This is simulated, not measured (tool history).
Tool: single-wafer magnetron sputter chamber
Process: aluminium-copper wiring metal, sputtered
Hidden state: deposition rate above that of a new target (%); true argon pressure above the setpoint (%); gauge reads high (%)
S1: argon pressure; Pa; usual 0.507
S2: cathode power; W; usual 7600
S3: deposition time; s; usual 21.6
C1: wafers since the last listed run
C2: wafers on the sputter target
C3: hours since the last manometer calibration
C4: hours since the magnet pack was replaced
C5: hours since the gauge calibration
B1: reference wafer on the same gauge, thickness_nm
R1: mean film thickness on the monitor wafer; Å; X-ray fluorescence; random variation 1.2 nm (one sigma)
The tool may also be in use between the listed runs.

run 1 hour=0 | S1=0.507 S2=8250 S3=21.6 | C1=0 C2=2213 C3=2247.9 C4=6254 C5=39.1 | B1=223.773 | R1=2758.82
run 2 hour=29.9 | S1=0.507 S2=8250 S3=21.6 | C1=540 C2=2753 C3=2277.8 C4=6283.9 C5=69 | B1=223.994 | R1=2750.47
run 3 hour=63.3 | S1=0.507 S2=8250 S3=21.6 | C1=603 C2=3357 C3=2311.2 C4=6317.3 C5=102.4 | B1=224.048 | R1=2738.27
run 4 hour=91 | S1=0.507 S2=7600 S3=21.6 | C1=500 C2=3858 C3=2338.9 C4=6345 C5=130.1 | B1=224.222 | R1=2633.07
run 5 hour=116.5 | S1=0.507 S2=7600 S3=21.6 | C1=461 C2=4319 C3=2364.4 C4=6370.5 C5=155.6 | B1=223.988 | R1=2623.7
run 6 hour=148.7 | S1=0.507 S2=7100 S3=23.7 | C1=582 C2=4901 C3=2396.6 C4=6402.7 C5=187.8 | B1=223.683 | R1=2734.95
run 7 hour=177.7 | S1=0.507 S2=7100 S3=23.7 | C1=524 C2=5425 C3=2425.6 C4=6431.7 C5=216.8 | B1=224.313 | R1=2741.01
run 8 hour=204 | S1=0.507 S2=7100 S3=23.7 | C1=475 C2=5901 C3=2451.9 C4=6458 C5=243.1 | B1=223.921 | R1=2719.8
run 9 hour=228.4 | S1=0.507 S2=7600 S3=21.6 | C1=441 C2=6342 C3=2476.3 C4=6482.4 C5=267.5 | B1=224.011 | R1=2576.15
run 10 hour=260.8 | S1=0.43 S2=8750 S3=21.6 | C1=585 C2=6928 C3=2508.7 C4=6514.8 C5=299.9 | B1=224.104 | R1=2906.67
run 11 hour=279 | S1=0.707 S2=9300 S3=18 | C1=329 C2=7257 C3=2526.9 C4=6533 C5=318.1 | B1=224.015 | R1=2128.16
run 12 hour=296.1 | S1=0.346 S2=7600 S3=19.1 | C1=309 C2=7566 C3=2544 C4=6550.1 C5=335.2 | B1=224.153 | R1=2476.23
-- hour=314.1 sputter target and shields replaced
-- hour=314.7 magnet pack replaced
run 13 hour=325.7 | S1=0.707 S2=9300 S3=18 | C1=379 C2=198 C3=2573.6 C4=11 C5=364.8 | B1=223.805 | R1=2087.92
run 14 hour=360.4 | S1=0.507 S2=9450 S3=19.3 | C1=627 C2=825 C3=2608.3 C4=45.7 C5=399.5 | B1=223.976 | R1=2518.67
-- hour=375.2 gauge calibrated
run 15 hour=376.5 | S1=0.356 S2=7600 S3=21.6 | C1=291 C2=1116 C3=2624.4 C4=61.8 C5=1.3 | B1=223.802 | R1=2725.05
-- hour=396.2 capacitance manometer re-zeroed and calibrated
-- hour=438.3 sputter target and shields replaced, repeated, since the last time left the tool worse
run 16 hour=476.1 | S1=0.507 S2=7600 S3=21.6 | C1=1511 C2=684 C3=79.9 C4=161.4 C5=100.9 | B1=223.962 | R1=2656.41
run 17 hour=511.9 | S1=0.507 S2=7100 S3=23.7 | C1=647 C2=1331 C3=115.7 C4=197.2 C5=136.7 | B1=223.797 | R1=2820.91
run 18 hour=536.3 | S1=0.507 S2=7600 S3=21.6 | C1=441 C2=1772 C3=140.1 C4=221.6 C5=161.1 | B1=223.98 | R1=2668.23

Forecast each of these 3 alternatives for the next run:
run A hour=536.7 | S1=0.507 S2=7600 S3=21.6 | C1=7 C2=1779 C3=140.5 C4=222 C5=161.5 | B1=? | R1=?
run B hour=536.7 | S1=0.507 S2=6500 S3=21.6 | C1=7 C2=1779 C3=140.5 C4=222 C5=161.5 | B1=? | R1=?
run C hour=536.7 | S1=0.7 S2=6150 S3=24.5 | C1=7 C2=1779 C3=140.5 C4=222 C5=161.5 | B1=? | R1=?

run=A B1=223.924 R1=2649.62
run=B B1=223.924 R1=2440.89
run=C B1=223.924 R1=2418.45
Without the tool's hidden state the same runs would have given:
run=A R1=2656.8
run=B R1=2447.51
run=C R1=2425
